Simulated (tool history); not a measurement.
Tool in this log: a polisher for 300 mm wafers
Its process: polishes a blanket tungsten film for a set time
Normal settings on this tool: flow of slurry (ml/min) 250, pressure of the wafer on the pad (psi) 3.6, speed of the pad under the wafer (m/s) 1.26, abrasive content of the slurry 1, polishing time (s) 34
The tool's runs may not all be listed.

run   hour  flow of slurry (ml/min)  pressure of the wafer on the pad (psi)  speed of the pad under the wafer (m/s)  abrasive content of the slurry  polishing time (s)  incoming thickness of the incoming film, nm  film removed (angstrom)
  1      0                      250                                     3.6                                    1.26                               1                  34                                        631.2                     2382
  2   16.5                      250                                     3.6                                    1.26                               1                  34                                        639.7                     2363
  3   28.6                      250                                     3.6                                    1.26                               1                  34                                        648.3                     2403
  4   44.4                      250                                     3.6                                    1.26                               1                  34                                        643.8                     2364
  5   62.2                      250                                     3.6                                    1.26                               1                  34                                        642.7                     2429
  6   71.6                      250                                     3.6                                    1.26                               1                  34                                        637.9                     2403
  7  120.9                      250                                     3.6                                    1.26                               1                  34                                        639.6                     2375
  8  129.9                      250                                     3.6                                    1.26                               1                  34                                        647.5                     2369
  9  146.5                      250                                     3.6                                    1.26                               1                  34                                        631.7                     2332
 10  164.1                      250                                     3.6                                    1.26                               1                  34                                        639.8                     2383
 11  174.8                      250                                     3.6                                    1.26                               1                  34                                        635.8                     2386
 12  180.8                      250                                     3.6                                    1.26                               1                  34                                        637.4                     2358
 13  195.3                      190                                     3.6                                    1.26                               1                  34                                        643.2                     2289
 14  203.9                      250                                     3.6                                    1.26                            1.25                  34                                        639.1                     2512
 15  217.3                      300                                     3.6                                    1.48                               1                  30                                        643.1                     2470
 16  263.5                      250                                     2.5                                    1.26                               1                  45                                        645.8                     2183
 17  273.2                      335                                     3.6                                    1.26                             1.2                  38                                        640.6                     2884
 18  288.7                      175                                     3.6                                     1.5                             1.1                  34                                        642.3                     2751
 19  336.5                      275                                     2.9                                    1.26                               1                  34                                        645.3                     1938
 20  349.3                      250                                     3.6                                    1.26                            0.85                  34                                        640.5                     2268
 21  366.4                      250                                     3.6                                    1.26                               1                  34                                          647                     2389
 22    374                      330                                     3.6                                    1.26                               1                  30                                        643.3                     2166
 23    385                      175                                     4.2                                    1.68                            0.85                  34                                        642.8                     3385
 24  396.1                      310                                     3.6                                    1.62                               1                  46                                        632.8                     4190
 25  410.6                      285                                       4                                    1.26                            0.85                  34                                        639.5                     2546
 26  417.5                      275                                     3.2                                    1.26                            0.75                  28                                        640.9                     1627

Taken out of this log: 14 entries between the listed runs. Where each belongs, and how the hidden state differs across it:
After run 1, before run 2: worn pad replaced by a new one (hour 16)
  the hidden state is the same at both runs
After run 3, before run 4: slurry blender recalibrated (hour 32.4); slurry tank refilled with fresh slurry and peroxide (hour 35.9)
  the hidden state is the same at both runs
After run 6, before run 7: slurry nozzle cleaned (hour 119.7); slurry tank refilled with fresh slurry and peroxide (hour 120.4)
  the hidden state is the same at both runs
After run 8, before run 9: head pressure recalibrated (hour 140.7); worn pad replaced by a new one (hour 145.1)
  the hidden state is the same at both runs
After run 14, before run 15: slurry tank refilled with fresh slurry and peroxide (hour 205.8)
  the hidden state is the same at both runs
After run 15, before run 16: slurry blender recalibrated (hour 220.2); worn pad replaced by a new one (hour 251.9)
  the hidden state is the same at both runs
After run 18, before run 19: slurry tank refilled with fresh slurry and peroxide (hour 297.8)
  the hidden state is the same at both runs
After run 21, before run 22: worn pad replaced by a new one (hour 373.2)
  the hidden state is the same at both runs
After run 22, before run 23: slurry tank refilled with fresh slurry and peroxide (hour 382.1)
  the hidden state is the same at both runs
After run 24, before run 25: slurry blender recalibrated (hour 400)
  the hidden state is the same at both runs
